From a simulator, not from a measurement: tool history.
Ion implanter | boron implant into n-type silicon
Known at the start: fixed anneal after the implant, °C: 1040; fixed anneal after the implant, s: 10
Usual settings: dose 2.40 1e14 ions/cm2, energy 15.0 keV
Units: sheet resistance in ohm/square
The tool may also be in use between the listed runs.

run   hour  dose  energy  wafers since the last listed run  hours since the last dose calibration  hours since the extraction supply was calibrated  hours since the gauge calibration  read-back reference wafer on the same gauge, sheet resistance  sheet resistance
  1    0.0  2.40    15.0                                 0                                 2235.0                                            3021.9                               76.9                                                         415.71            422.73
  2    8.7  2.40    15.0                               142                                 2243.7                                            3030.6                               85.6                                                         415.25            421.63
  3   23.3  2.40    15.0                               239                                 2258.3                                            3045.2                              100.2                                                         415.53            420.87
  4   36.5  2.40    15.0                               216                                 2271.5                                            3058.4                              113.4                                                         415.35            421.10
  5   47.5  2.40    19.0                               180                                 2282.5                                            3069.4                              124.4                                                         415.20            409.35
  6   60.2  2.40    19.0                               208                                 2295.2                                            3082.1                              137.1                                                         414.91            410.66
  7   72.1  2.40    19.0                               195                                 2307.1                                            3094.0                              149.0                                                         414.91            409.88
  8   82.2  2.40    15.0                               165                                 2317.2                                            3104.1                              159.1                                                         414.91            421.56
  9   99.9  2.40    15.0                               290                                 2334.9                                            3121.8                              176.8                                                         414.68            420.69
 10  115.3  2.40    15.0                               252                                 2350.3                                            3137.2                              192.2                                                         414.82            419.38
 11  127.1  2.88    15.0                               193                                 2362.1                                            3149.0                              204.0                                                         414.75            361.67
     140.1  -- Faraday cup replaced and dose calibrated
 12  144.2  2.96    17.0                               149                                    4.1                                            3166.1                              221.1                                                         414.67            347.88
 13  152.2  3.06    10.5                               131                                   12.1                                            3174.1                              229.1                                                         414.30            360.14
 14  163.9  2.04    12.0                               191                                   23.8                                            3185.8                              240.8                                                         414.67            496.05
     179.1  -- extraction supply calibrated
 15  179.6  2.12    18.5                               126                                   39.5                                               0.5                              256.5                                                         414.53            453.27
     185.4  -- gauge calibrated
 16  192.7  2.40    15.0                               214                                   52.6                                              13.6                                7.3                                                         417.63            423.92

Run 17 comes next. What will it give?
 17  200.1  2.80    11.5                               121                                   60.0                                              21.0                               14.7                                                              ?                 ?

read-back reference wafer on the same gauge, sheet resistance: 417.32
sheet resistance: 385.33 ohm/square
Without the tool's hidden state the same run would have given sheet resistance 385.86 ohm/square.
